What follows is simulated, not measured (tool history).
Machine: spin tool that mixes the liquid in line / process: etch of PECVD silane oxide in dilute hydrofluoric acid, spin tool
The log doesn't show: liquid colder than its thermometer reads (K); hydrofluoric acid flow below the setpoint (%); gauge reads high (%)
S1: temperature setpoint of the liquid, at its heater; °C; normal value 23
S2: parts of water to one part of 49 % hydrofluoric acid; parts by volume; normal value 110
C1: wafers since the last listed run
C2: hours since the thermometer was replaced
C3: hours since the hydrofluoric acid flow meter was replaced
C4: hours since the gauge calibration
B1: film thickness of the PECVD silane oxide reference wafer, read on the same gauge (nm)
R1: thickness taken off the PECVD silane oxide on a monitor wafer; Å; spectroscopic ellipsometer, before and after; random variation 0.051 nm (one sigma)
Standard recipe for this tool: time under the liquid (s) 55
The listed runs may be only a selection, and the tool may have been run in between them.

{"run": 1, "hour": 0.0, "S1": 23, "S2": 110, "time under the liquid (s)": 55, "C1": 0, "C2": 445.5, "C3": 1290.3, "C4": 439, "B1": 119.98, "R1": 81.5}
{"run": 2, "hour": 12.3, "S1": 23, "S2": 110, "time under the liquid (s)": 55, "C1": 138, "C2": 457.8, "C3": 1302.6, "C4": 451.3, "B1": 120.03, "R1": 82.3}
{"run": 3, "hour": 20.3, "S1": 23, "S2": 110, "time under the liquid (s)": 75, "C1": 90, "C2": 465.8, "C3": 1310.6, "C4": 459.3, "B1": 120, "R1": 112.5}
{"run": 4, "hour": 32.2, "S1": 23, "S2": 110, "time under the liquid (s)": 55, "C1": 133, "C2": 477.7, "C3": 1322.5, "C4": 471.2, "B1": 120, "R1": 82.3}
{"run": 5, "hour": 49.3, "S1": 23, "S2": 110, "time under the liquid (s)": 55, "C1": 192, "C2": 494.8, "C3": 1339.6, "C4": 488.3, "B1": 120.02, "R1": 81.2}
{"run": 6, "hour": 59.8, "S1": 23, "S2": 110, "time under the liquid (s)": 55, "C1": 118, "C2": 505.3, "C3": 1350.1, "C4": 498.8, "B1": 119.97, "R1": 82.3}
{"run": 7, "hour": 68.3, "S1": 23, "S2": 85, "time under the liquid (s)": 55, "C1": 95, "C2": 513.8, "C3": 1358.6, "C4": 507.3, "B1": 119.99, "R1": 109}
{"run": 8, "hour": 79.0, "S1": 26.5, "S2": 110, "time under the liquid (s)": 50, "C1": 120, "C2": 524.5, "C3": 1369.3, "C4": 518, "B1": 119.99, "R1": 85.4}
{"run": 9, "hour": 97.0, "S1": 26.5, "S2": 110, "time under the liquid (s)": 50, "C1": 202, "C2": 542.5, "C3": 1387.3, "C4": 536, "B1": 120, "R1": 85.8}
{"run": 10, "hour": 108.7, "S1": 27, "S2": 110, "time under the liquid (s)": 90, "C1": 131, "C2": 554.2, "C3": 1399, "C4": 547.7, "B1": 119.99, "R1": 156}
{"run": 11, "hour": 125.7, "S1": 25, "S2": 135, "time under the liquid (s)": 35, "C1": 191, "C2": 571.2, "C3": 1416, "C4": 564.7, "B1": 119.99, "R1": 43.8}
{"run": 12, "hour": 138.9, "S1": 25.5, "S2": 160, "time under the liquid (s)": 65, "C1": 148, "C2": 584.4, "C3": 1429.2, "C4": 577.9, "B1": 119.98, "R1": 68.9}
{"run": 13, "hour": 176.1, "S1": 20, "S2": 110, "time under the liquid (s)": 55, "C1": 418, "C2": 621.6, "C3": 1466.4, "C4": 615.1, "B1": 119.99, "R1": 72.5}
{"run": 14, "hour": 193.2, "S1": 25.5, "S2": 110, "time under the liquid (s)": 55, "C1": 192, "C2": 638.7, "C3": 1483.5, "C4": 632.2, "B1": 120.02, "R1": 90.2}
{"run": 15, "hour": 208.1, "S1": 21.5, "S2": 85, "time under the liquid (s)": 55, "C1": 167, "C2": 653.6, "C3": 1498.4, "C4": 647.1, "B1": 119.96, "R1": 102.8}
{"run": 16, "hour": 221.5, "S1": 23, "S2": 110, "time under the liquid (s)": 55, "C1": 150, "C2": 667, "C3": 1511.8, "C4": 660.5, "B1": 120, "R1": 81.7}
{"hour": 226.4, "done": "hydrofluoric acid flow meter replaced"}
{"run": 17, "hour": 228.5, "S1": 23, "S2": 110, "time under the liquid (s)": 55, "C1": 67, "C2": 674, "C3": 2.1, "C4": 667.5, "B1": 119.99, "R1": 76.2}
{"run": 18, "hour": 236.9, "S1": 25.5, "S2": 110, "time under the liquid (s)": 70, "C1": 94, "C2": 682.4, "C3": 10.5, "C4": 675.9, "B1": 120, "R1": 107.6}
{"run": 19, "hour": 248.4, "S1": 20, "S2": 165, "time under the liquid (s)": 25, "C1": 129, "C2": 693.9, "C3": 22, "C4": 687.4, "B1": 120.02, "R1": 19.4}
{"hour": 255.3, "done": "gauge calibrated"}
{"run": 20, "hour": 255.9, "S1": 23, "S2": 110, "time under the liquid (s)": 30, "C1": 84, "C2": 701.4, "C3": 29.5, "C4": 0.6, "B1": 120.02, "R1": 41.9}
{"hour": 267.5, "done": "thermometer replaced"}
{"run": 21, "hour": 269.2, "S1": 19.5, "S2": 110, "time under the liquid (s)": 45, "C1": 138, "C2": 1.7, "C3": 42.8, "C4": 13.9, "B1": 119.99, "R1": 54.1}
{"run": 22, "hour": 286.5, "S1": 19.5, "S2": 110, "time under the liquid (s)": 35, "C1": 194, "C2": 19, "C3": 60.1, "C4": 31.2, "B1": 120, "R1": 42.3}
{"run": 23, "hour": 312.6, "S1": 23, "S2": 110, "time under the liquid (s)": 55, "C1": 293, "C2": 45.1, "C3": 86.2, "C4": 57.3, "B1": 120.01, "R1": 77}
{"run": 24, "hour": 329.1, "S1": 25, "S2": 135, "time under the liquid (s)": 35, "C1": 185, "C2": 61.6, "C3": 102.7, "C4": 73.8, "B1": 119.98, "R1": 40.8}
{"run": 25, "hour": 341.9, "S1": 23, "S2": 110, "time under the liquid (s)": 55, "C1": 144, "C2": 74.4, "C3": 115.5, "C4": 86.6, "B1": 120.01, "R1": 76}
{"hour": 347.0, "done": "hydrofluoric acid flow meter replaced, repeated, since the last time left the tool worse"}
{"run": 26, "hour": 354.0, "S1": 20, "S2": 85, "time under the liquid (s)": 40, "C1": 124, "C2": 86.5, "C3": 7, "C4": 98.7, "B1": 120.01, "R1": 75}
{"run": 27, "hour": 369.2, "S1": 27.5, "S2": 135, "time under the liquid (s)": 20, "C1": 171, "C2": 101.7, "C3": 22.2, "C4": 113.9, "B1": 120, "R1": 29.7}
{"run": 28, "hour": 386.1, "S1": 23, "S2": 110, "time under the liquid (s)": 55, "C1": 190, "C2": 118.6, "C3": 39.1, "C4": 130.8, "B1": 120.01, "R1": 87.8}
{"run": 29, "hour": 394.1, "S1": 23, "S2": 110, "time under the liquid (s)": 55, "C1": 90, "C2": 126.6, "C3": 47.1, "C4": 138.8, "B1": 120, "R1": 87.5}
{"run": 30, "hour": 401.1, "S1": 20.5, "S2": 135, "time under the liquid (s)": 55, "C1": 78, "C2": 133.6, "C3": 54.1, "C4": 145.8, "B1": 120.02, "R1": 63.5}
{"run": 31, "hour": 410.3, "S1": 21, "S2": 95, "time under the liquid (s)": 55, "C1": 103, "C2": 142.8, "C3": 63.3, "C4": 155, "B1": 120, "R1": 95.5}
{"run": 32, "hour": 419.0, "S1": 18.5, "S2": 145, "time under the liquid (s)": 40, "C1": 97, "C2": 151.5, "C3": 72, "C4": 163.7, "B1": 120, "R1": 39}

What if the next run were any one of these 5? Each begins from the tool's condition after run 32:
{"run": "A", "hour": 419.4, "S1": 23, "S2": 110, "time under the liquid (s)": 55, "C1": 4, "C2": 151.9, "C3": 72.4, "C4": 164.1, "B1": "?", "R1": "?"}
{"run": "B", "hour": 419.4, "S1": 20, "S2": 160, "time under the liquid (s)": 55, "C1": 4, "C2": 151.9, "C3": 72.4, "C4": 164.1, "B1": "?", "R1": "?"}
{"run": "C", "hour": 419.4, "S1": 19.5, "S2": 155, "time under the liquid (s)": 35, "C1": 4, "C2": 151.9, "C3": 72.4, "C4": 164.1, "B1": "?", "R1": "?"}
{"run": "D", "hour": 419.4, "S1": 19, "S2": 80, "time under the liquid (s)": 55, "C1": 4, "C2": 151.9, "C3": 72.4, "C4": 164.1, "B1": "?", "R1": "?"}
{"run": "E", "hour": 419.4, "S1": 24.5, "S2": 75, "time under the liquid (s)": 55, "C1": 4, "C2": 151.9, "C3": 72.4, "C4": 164.1, "B1": "?", "R1": "?"}

run=A B1=120 R1=87.3
run=B B1=120 R1=50.4
run=C B1=120 R1=32.6
run=D B1=120 R1=105.5
run=E B1=120 R1=141.9
Had the tool no hidden state, the same runs would have come out as:
run=A R1=87.7
run=B R1=50.7
run=C R1=32.8
run=D R1=106
run=E R1=142.6

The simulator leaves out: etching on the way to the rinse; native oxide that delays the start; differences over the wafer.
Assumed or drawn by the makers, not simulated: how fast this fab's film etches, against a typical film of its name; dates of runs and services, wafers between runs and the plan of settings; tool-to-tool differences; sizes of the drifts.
